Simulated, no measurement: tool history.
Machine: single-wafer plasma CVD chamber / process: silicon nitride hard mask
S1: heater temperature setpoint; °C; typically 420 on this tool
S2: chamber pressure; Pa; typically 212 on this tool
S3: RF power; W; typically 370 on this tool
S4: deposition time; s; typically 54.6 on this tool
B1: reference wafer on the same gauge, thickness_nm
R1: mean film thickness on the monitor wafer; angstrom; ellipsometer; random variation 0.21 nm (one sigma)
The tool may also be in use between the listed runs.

| run | day | S1 | S2 | S3 | S4 | B1 | R1 |
|---|---|---|---|---|---|---|---|
| 1 | 0.000 | 420 | 212 | 370 | 54.6 | 64.036 | 792.99 |
| 2 | 1.758 | 420 | 212 | 370 | 54.6 | 64.095 | 794.30 |
| 3 | 4.458 | 420 | 212 | 370 | 54.6 | 64.339 | 793.68 |
| 4 | 5.979 | 420 | 199 | 390 | 54.6 | 64.389 | 806.44 |
| 5 | 8.729 | 420 | 199 | 390 | 54.6 | 64.540 | 807.21 |
|  | 9.896 | gauge calibrated |
| 6 | 11.388 | 420 | 199 | 390 | 54.6 | 63.747 | 795.71 |
| 7 | 14.654 | 420 | 212 | 370 | 54.6 | 63.952 | 786.76 |
| 8 | 17.633 | 425 | 212 | 370 | 54.6 | 64.099 | 786.77 |
| 9 | 19.571 | 425 | 212 | 370 | 54.6 | 64.303 | 793.27 |
| 10 | 20.779 | 420 | 212 | 420 | 54.6 | 64.358 | 871.39 |
|  | 22.933 | thermocouple changed; heater temperature recalibrated |
| 11 | 23.104 | 420 | 212 | 420 | 54.6 | 64.478 | 878.78 |
|  | 24.225 | showerhead replaced |
| 12 | 25.225 | 407 | 212 | 420 | 54.6 | 64.613 | 881.59 |
|  | 26.225 | capacitance manometer re-zeroed and calibrated |
|  | 26.938 | RF generator calibrated |
| 13 | 27.879 | 414 | 212 | 370 | 54.6 | 64.732 | 802.25 |
| 14 | 29.021 | 420 | 183 | 305 | 54.6 | 64.830 | 638.32 |
| 15 | 30.712 | 420 | 253 | 330 | 54.6 | 64.866 | 775.73 |
|  | 32.683 | gauge calibrated |
| 16 | 32.938 | 432 | 212 | 370 | 54.6 | 63.675 | 779.58 |
| 17 | 35.467 | 412 | 212 | 370 | 54.6 | 63.816 | 793.15 |
| 18 | 38.204 | 420 | 212 | 370 | 54.6 | 63.958 | 790.23 |
| 19 | 39.254 | 416 | 164 | 300 | 54.6 | 64.010 | 588.42 |
| 20 | 40.571 | 425 | 231 | 405 | 44.5 | 64.099 | 713.28 |
| 21 | 42.000 | 420 | 212 | 370 | 54.6 | 64.186 | 793.13 |
| 22 | 43.742 | 424 | 184 | 400 | 58.0 | 64.223 | 840.44 |

Below are 5 alternative next runs, each starting from the tool's condition after run 22. Predict each:
| A | 43.758 | 420 | 212 | 370 | 54.6 | ? | ? |
| B | 43.758 | 420 | 212 | 370 | 49.4 | ? | ? |
| C | 43.758 | 428 | 237 | 370 | 54.6 | ? | ? |
| D | 43.758 | 420 | 197 | 315 | 54.6 | ? | ? |
| E | 43.758 | 420 | 212 | 340 | 54.6 | ? | ? |

| run | B1 | R1 |
|---|---|---|
| A | 64.264 | 792.92 |
| B | 64.264 | 717.54 |
| C | 64.264 | 824.08 |
| D | 64.264 | 672.37 |
| E | 64.264 | 740.10 |
Take away the tool's hidden state, keep each run's random variation, and the runs would have read:
| run | R1 |
|---|---|
| A | 782.99 |
| B | 708.55 |
| C | 813.76 |
| D | 663.95 |
| E | 730.83 |
